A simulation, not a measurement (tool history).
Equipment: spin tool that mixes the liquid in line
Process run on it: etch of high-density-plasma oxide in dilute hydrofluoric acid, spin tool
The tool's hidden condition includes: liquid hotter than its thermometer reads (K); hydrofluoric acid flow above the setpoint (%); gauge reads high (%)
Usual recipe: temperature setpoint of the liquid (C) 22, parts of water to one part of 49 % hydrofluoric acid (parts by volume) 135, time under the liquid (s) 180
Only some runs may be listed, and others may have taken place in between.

run    hour  temperature setpoint of the liquid (C)  parts of water to one part of 49 % hydrofluoric acid (parts by volume)  time under the liquid (s)  wafers since the last listed run  hours since the thermometer was replaced  hours since the hydrofluoric acid flow meter was replaced  hours since the gauge calibration  read-back film thickness of the high-density-plasma oxide reference wafer, read on the same gauge (nm)  thickness taken off the high-density-plasma oxide on a monitor wafer (Å)
  1       0                                      22                                                                     135                        180                                 0                                    1727.1                                                      174.9                             1634.3                                                                                                   70.01                                                                      53.6
  2    36.4                                      22                                                                     135                        180                               161                                    1763.5                                                      211.3                             1670.7                                                                                                   70.01                                                                      54.2
  3    87.4                                      22                                                                     135                        180                               226                                    1814.5                                                      262.3                             1721.7                                                                                                   70.01                                                                      53.6
  4   122.4                                      22                                                                     135                        180                               155                                    1849.5                                                      297.3                             1756.7                                                                                                      70                                                                        54
  5   167.5                                      22                                                                     135                        180                               200                                    1894.6                                                      342.4                             1801.8                                                                                                   70.01                                                                      54.2
  6   197.5                                      22                                                                     100                        180                               133                                    1924.6                                                      372.4                             1831.8                                                                                                   70.01                                                                      75.8
  7   222.8                                    25.5                                                                     135                        180                               112                                    1949.9                                                      397.7                             1857.1                                                                                                   70.01                                                                        62
      235.7  -- gauge calibrated
  8   293.1                                      22                                                                     135                        180                               312                                    2020.2                                                        468                               57.4                                                                                                   70.03                                                                      54.4
  9   323.1                                      22                                                                     135                        180                               133                                    2050.2                                                        498                               87.4                                                                                                   70.01                                                                      54.2
 10   359.8                                      22                                                                     135                        180                               162                                    2086.9                                                      534.7                              124.1                                                                                                   69.99                                                                      54.1
      419.1  -- hydrofluoric acid flow meter replaced
 11   508.8                                      25                                                                      75                        180                               657                                    2235.9                                                       89.7                              273.1                                                                                                   69.99                                                                     117.7
 12   575.4                                      22                                                                     135                        255                               295                                    2302.5                                                      156.3                              339.7                                                                                                      70                                                                      76.7
 13   630.1                                      20                                                                     135                        180                               242                                    2357.2                                                        211                              394.4                                                                                                   70.01                                                                      50.2
      654.9  -- thermometer replaced
 14   664.4                                    24.5                                                                      75                        180                               147                                       9.5                                                      245.3                              428.7                                                                                                   69.99                                                                     115.8
 15   728.3                                    24.5                                                                     165                         75                               283                                      73.4                                                      309.2                              492.6                                                                                                      70                                                                      19.6
 16   798.2                                      22                                                                     135                        180                               310                                     143.3                                                      379.1                              562.5                                                                                                      70                                                                      54.2
 17   826.8                                    20.5                                                                     115                        180                               126                                     171.9                                                      407.7                              591.1                                                                                                   69.98                                                                      61.3
 18   875.1                                      17                                                                     175                        105                               214                                     220.2                                                        456                              639.4                                                                                                   70.01                                                                      19.3
 19   941.3                                      18                                                                     185                        235                               293                                     286.4                                                      522.2                              705.6                                                                                                      70                                                                      41.7
 20   983.5                                      27                                                                     205                        275                               187                                     328.6                                                      564.4                              747.8                                                                                                   69.98                                                                      60.7
     1012.8  -- hydrofluoric acid flow meter replaced
 21  1154.5                                    24.5                                                                      65                        145                               754                                     499.6                                                      141.7                              918.8                                                                                                   70.01                                                                     108.1
 22  1201.6                                      26                                                                     135                        180                               209                                     546.7                                                      188.8                              965.9                                                                                                      70                                                                      62.8
 23  1226.7                                    25.5                                                                     195                         75                               111                                     571.8                                                      213.9                                991                                                                                                   70.01                                                                      16.6
 24  1285.7                                      22                                                                     175                        235                               261                                     630.8                                                      272.9                               1050                                                                                                   70.01                                                                      52.2
 25  1330.2                                      22                                                                     135                        180                               197                                     675.3                                                      317.4                             1094.5                                                                                                   70.03                                                                        54
 26  1366.6                                      22                                                                     135                        180                               161                                     711.7                                                      353.8                             1130.9                                                                                                   69.97                                                                      54.2
 27  1400.3                                      22                                                                     195                        180                               149                                     745.4                                                      387.5                             1164.6                                                                                                   69.98                                                                      35.1
 28  1471.9                                      22                                                                     175                        145                               317                                       817                                                      459.1                             1236.2                                                                                                   70.01                                                                        32
 29  1505.1                                      22                                                                     135                        180                               147                                     850.2                                                      492.3                             1269.4                                                                                                      70                                                                      54.1
     1565.2  -- hydrofluoric acid flow meter replaced
 30  1607.5                                      22                                                                     135                        180                               450                                     952.6                                                       42.3                             1371.8                                                                                                      70                                                                      53.8
 31  1653.6                                      22                                                                      85                        150                               204                                     998.7                                                       88.4                             1417.9                                                                                                   70.03                                                                      76.2
 32  1719.9                                      18                                                                      75                        130                               294                                      1065                                                      154.7                             1484.2                                                                                                   70.02                                                                      63.6

Below are 4 alternative next runs, each starting from the tool's condition after run 32. Predict each:
  A  1720.4                                      27                                                                     135                        180                                 2                                    1065.5                                                      155.2                             1484.7                                                                                                       ?                                                                         ?
  B  1720.4                                      22                                                                      85                        135                                 2                                    1065.5                                                      155.2                             1484.7                                                                                                       ?                                                                         ?
  C  1720.4                                    24.5                                                                      70                        220                                 2                                    1065.5                                                      155.2                             1484.7                                                                                                       ?                                                                         ?
  D  1720.4                                    20.5                                                                     200                        180                                 2                                    1065.5                                                      155.2                             1484.7                                                                                                       ?                                                                         ?

run  read-back film thickness of the high-density-plasma oxide reference wafer, read on the same gauge (nm)  thickness taken off the high-density-plasma oxide on a monitor wafer (Å)
  A                                                                                                   70.01                                                                      65.8
  B                                                                                                   70.01                                                                      68.5
  C                                                                                                   70.01                                                                     152.8
  D                                                                                                   70.01                                                                      32.3
With no hidden state in the tool, these same runs would have given:
run  thickness taken off the high-density-plasma oxide on a monitor wafer (Å)
  A                                                                      65.8
  B                                                                      68.5
  C                                                                     152.8
  D                                                                      32.3
